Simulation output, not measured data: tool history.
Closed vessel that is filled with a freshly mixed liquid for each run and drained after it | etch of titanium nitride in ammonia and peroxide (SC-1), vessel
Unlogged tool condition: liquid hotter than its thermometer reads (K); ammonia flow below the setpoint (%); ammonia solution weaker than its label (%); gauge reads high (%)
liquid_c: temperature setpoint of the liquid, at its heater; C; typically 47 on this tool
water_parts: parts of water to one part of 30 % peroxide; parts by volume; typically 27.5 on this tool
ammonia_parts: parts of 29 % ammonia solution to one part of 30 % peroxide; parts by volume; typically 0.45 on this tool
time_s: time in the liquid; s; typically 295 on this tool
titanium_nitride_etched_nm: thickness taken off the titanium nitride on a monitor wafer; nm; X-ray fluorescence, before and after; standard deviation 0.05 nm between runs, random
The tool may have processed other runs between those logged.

run   hour  liquid_c  water_parts  ammonia_parts  time_s  wafers since the last listed run  hours since the thermometer was replaced  hours since the ammonia flow meter was replaced  hours since the drum of ammonia solution was connected  hours since the gauge calibration  read-back film thickness of the titanium nitride reference wafer, read on the same gauge (nm)  titanium_nitride_etched_nm
  1      0        47           24            0.3     295                                 0                                     849.2                                            363.7                                                   848.6                               71.3                                                                                           29.7                        9.26
  2   48.2        47           24            0.3     295                              2382                                     897.4                                            411.9                                                   896.8                              119.5                                                                                          29.63                        9.14
  3  112.8        47         27.5           0.45     295                              3192                                       962                                            476.5                                                   961.4                              184.1                                                                                          29.55                        9.18
  4  173.7        47         27.5           0.45     295                              3009                                    1022.9                                            537.4                                                  1022.3                                245                                                                                          29.49                        9.14
     200.2  -- ammonia flow meter replaced
  5  203.4        47         27.5           0.45     295                              1418                                    1052.6                                              3.2                                                    1052                              274.7                                                                                          29.46                         9.2
  6  247.3        47         27.5           0.45     295                              2169                                    1096.5                                             47.1                                                  1095.9                              318.6                                                                                           29.4                        9.13
     254.9  -- thermometer replaced
     272.6  -- new drum of ammonia solution connected
  7  281.5        47         27.5           0.45     360                              1591                                      26.6                                             81.3                                                     8.9                              352.8                                                                                           29.4                       11.17
  8    315        41         23.5            0.4     420                              1655                                      60.1                                            114.8                                                    42.4                              386.3                                                                                          29.37                        9.01
  9  357.1        47         27.5           0.45     240                              2080                                     102.2                                            156.9                                                    84.5                              428.4                                                                                           29.4                        7.41
 10  398.7        47         27.5           0.45     295                              2055                                     143.8                                            198.5                                                   126.1                                470                                                                                          29.34                        9.13

Estimate the outcome of run 11 from the log above:
 11  426.8        47         20.5           0.45     295                              1388                                     171.9                                            226.6                                                   154.2                              498.1                                                                                              ?                           ?

read-back film thickness of the titanium nitride reference wafer, read on the same gauge (nm): 29.38
titanium_nitride_etched_nm: 10.78 nm
Without the tool's hidden state the same run would have given titanium_nitride_etched_nm 11 nm.

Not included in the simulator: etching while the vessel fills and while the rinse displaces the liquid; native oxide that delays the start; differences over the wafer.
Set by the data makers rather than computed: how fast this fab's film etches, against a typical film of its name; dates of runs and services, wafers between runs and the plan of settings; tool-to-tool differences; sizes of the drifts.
